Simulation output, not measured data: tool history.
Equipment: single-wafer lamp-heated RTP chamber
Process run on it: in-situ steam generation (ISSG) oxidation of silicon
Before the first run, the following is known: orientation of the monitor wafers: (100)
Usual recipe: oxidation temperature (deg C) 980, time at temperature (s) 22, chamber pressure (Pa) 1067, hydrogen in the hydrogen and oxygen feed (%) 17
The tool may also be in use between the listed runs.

run,hour,oxidation temperature (deg C),time at temperature (s),chamber pressure (Pa),hydrogen in the hydrogen and oxygen feed (%),"read-back reference wafer on the same gauge, thickness",oxide thickness on the monitor wafer (Å)
1,0.0,980,22,1067,24,5.206,56.07
2,30.8,980,22,1067,24,5.196,56.02
3,69.5,980,19,947,17,5.209,48.21
# hour 90.3: pyrometer window cleaned and pyrometer calibrated
4,270.4,980,19,947,17,5.206,47.71
5,315.4,980,22,1067,17,5.199,51.25
6,351.5,980,22,1067,17,5.201,51.14
7,396.5,980,22,1067,17,5.199,51.26
8,427.2,980,22,1067,17,5.200,51.58
9,490.8,980,22,1067,17,5.199,52.10
10,519.2,980,22,1067,17,5.201,51.99
11,576.4,980,22,1067,17,5.206,52.00
12,639.9,980,22,1067,17,5.214,52.82
# hour 700.3: gauge calibrated
# hour 704.7: pyrometer window cleaned and pyrometer calibrated
13,705.2,980,22,1067,17,5.195,50.61
# hour 760.1: hydrogen flow controller replaced
14,760.6,962,22,1067,11,5.202,43.60
15,788.1,980,22,1067,14,5.207,48.80
16,860.9,980,22,1067,17,5.205,50.66
17,927.8,980,28,1067,17,5.194,56.65
18,970.3,992,18,920,12,5.199,45.25
19,1024.5,980,22,1067,17,5.202,51.29
20,1053.2,992,26,1213,20,5.201,59.57
21,1091.1,996,25,1227,11,5.214,53.29
# hour 1140.9: pressure gauge zeroed
22,1157.8,962,22,1067,13,5.198,45.77
23,1227.0,980,22,1067,17,5.195,52.08
24,1281.8,980,22,1067,17,5.207,52.07
# hour 1299.8: pyrometer window cleaned and pyrometer calibrated
25,1464.3,980,18,1120,25,5.200,50.58
26,1491.6,966,22,920,17,5.202,48.13
27,1551.4,980,26,1253,17,5.192,54.74
28,1585.2,980,14,1133,23,5.200,44.53
29,1647.0,980,22,987,24,5.194,55.96
30,1678.3,995,22,1067,17,5.198,54.55
31,1742.8,968,17,1160,11,5.199,39.82
32,1781.0,980,30,1067,11,5.196,55.10

Below, each run's measurement less what the same run would have read without the hidden state. Both values contain the same run-to-run variation, but the gauge's scatter may not be the same in both:
What the log doesn't record here: true wafer temperature minus pyrometer reading, K; true pressure minus gauge reading, Torr; deviation of the hydrogen flow from its setpoint, %; gauge reads high (%).
run,oxide thickness on the monitor wafer (Å)
1,+1.96
2,+2.08
3,+1.82
4,+0.85
5,+1.11
6,+1.23
7,+1.39
8,+1.49
9,+1.74
10,+1.83
11,+2.02
12,+2.28
13,+0.18
14,+0.28
15,+0.44
16,+0.70
17,+1.09
18,+0.96
19,+1.26
20,+1.78
21,+1.74
22,+1.35
23,+1.98
24,+2.17
25,+0.66
26,+0.69
27,+1.11
28,+0.84
29,+1.45
30,+1.66
31,+1.07
32,+2.04
